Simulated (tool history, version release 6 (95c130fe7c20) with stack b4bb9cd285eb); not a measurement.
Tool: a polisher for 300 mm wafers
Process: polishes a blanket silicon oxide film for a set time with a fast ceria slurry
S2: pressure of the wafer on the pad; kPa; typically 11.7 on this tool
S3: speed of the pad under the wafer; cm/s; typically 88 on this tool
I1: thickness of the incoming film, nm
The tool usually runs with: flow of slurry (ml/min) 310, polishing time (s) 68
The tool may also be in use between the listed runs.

Run 1, hour 0: usual settings but polishing time (s) 50; I1 3520.9. Result: film removed (angstrom) 4050.
Run 2, hour 54.6: usual settings but S2 12.4 kPa; I1 3517. Result: film removed (angstrom) 5500.
At hour 67.5: worn pad replaced by a new one.
Run 3, hour 106.1: usual settings but S2 12.4 kPa; I1 3471.3. Result: film removed (angstrom) 5685.
Run 4, hour 172.4: usual settings; I1 3508.5. Result: film removed (angstrom) 5223.
At hour 229.4: head pressure recalibrated.
At hour 367.4: worn pad replaced by a new one.
Run 5, hour 367.9: usual settings; I1 3450.9. Result: film removed (angstrom) 5211.
Run 6, hour 414.6: usual settings; I1 3511.2. Result: film removed (angstrom) 5318.
Run 7, hour 471.5: usual settings; I1 3538.2. Result: film removed (angstrom) 5060.
Run 8, hour 510.5: usual settings; I1 3479.5. Result: film removed (angstrom) 5231.
Run 9, hour 544.2: usual settings; I1 3565.3. Result: film removed (angstrom) 5084.
Run 10, hour 589.7: usual settings; I1 3545.3. Result: film removed (angstrom) 5025.
At hour 648.6: head pressure recalibrated.
Run 11, hour 649.1: usual settings; I1 3495.2. Result: film removed (angstrom) 5110.
At hour 657.8: worn pad replaced by a new one, of another model than before.
Run 12, hour 682.1: usual settings; I1 3510.1. Result: film removed (angstrom) 4365.
Run 13, hour 708.1: usual settings; I1 3496.7. Result: film removed (angstrom) 4305.
Run 14, hour 752.1: usual settings but S3 66 cm/s, polishing time (s) 90; I1 3505.2. Result: film removed (angstrom) 4657.
At hour 767.2: slurry nozzle cleaned.
Run 15, hour 795.4: usual settings; I1 3495.9. Result: film removed (angstrom) 5464.
Run 16, hour 825: usual settings but flow of slurry (ml/min) 265, S3 58 cm/s; I1 3523.3. Result: film removed (angstrom) 3690.
Run 17, hour 873.3: usual settings; I1 3519.5. Result: film removed (angstrom) 5129.
Run 18, hour 933.5: usual settings; I1 3525.2. Result: film removed (angstrom) 5146.
At hour 976.9: worn pad replaced by a new one.
Run 19, hour 995.2: usual settings but S2 8.3 kPa; I1 3545.8. Result: film removed (angstrom) 4064.
Run 20, hour 1031.9: usual settings but S3 102 cm/s, polishing time (s) 56; I1 3542.7. Result: film removed (angstrom) 4565.
At hour 1067.4: head pressure recalibrated.
Run 21, hour 1089.5: usual settings but flow of slurry (ml/min) 270; I1 3497.2. Result: film removed (angstrom) 4521.
Run 22, hour 1146.2: usual settings but S2 14.5 kPa, S3 70 cm/s, polishing time (s) 78; I1 3503. Result: film removed (angstrom) 5208.
Run 23, hour 1202.4: usual settings but flow of slurry (ml/min) 410, S2 9.7 kPa, S3 96 cm/s, polishing time (s) 51; I1 3451.2. Result: film removed (angstrom) 3550.
At hour 1246.2: worn pad replaced by a new one.
Run 24, hour 1254.2: usual settings; I1 3567.8. Result: film removed (angstrom) 4440.
Run 25, hour 1303: usual settings but flow of slurry (ml/min) 280, S2 10.3 kPa, S3 116 cm/s, polishing time (s) 46; I1 3526.1. Result: film removed (angstrom) 3253.
Run 26, hour 1367.5: usual settings but S3 100 cm/s; I1 3562. Result: film removed (angstrom) 4677.
Run 27, hour 1413.6: usual settings but S3 116 cm/s; I1 3501.9. Result: film removed (angstrom) 5105.

Below are 3 alternative next runs, each starting from the tool's condition after run 27. Predict each:
Run A, hour 1414: usual settings but S2 10.3 kPa; I1 3527.7. Result: film removed (angstrom) ?.
Run B, hour 1414: usual settings but flow of slurry (ml/min) 345, S2 14.5 kPa, polishing time (s) 79; I1 3527.7. Result: film removed (angstrom) ?.
Run C, hour 1414: usual settings but flow of slurry (ml/min) 375, S2 14.5 kPa, S3 66 cm/s, polishing time (s) 80; I1 3527.7. Result: film removed (angstrom) ?.

run  film removed (angstrom)
  A                     3834
  B                     5826
  C                     4912
The same runs, with their run-to-run variation unchanged, on a tool lacking any hidden condition would have given:
run  film removed (angstrom)
  A                     4979
  B                     7273
  C                     5979
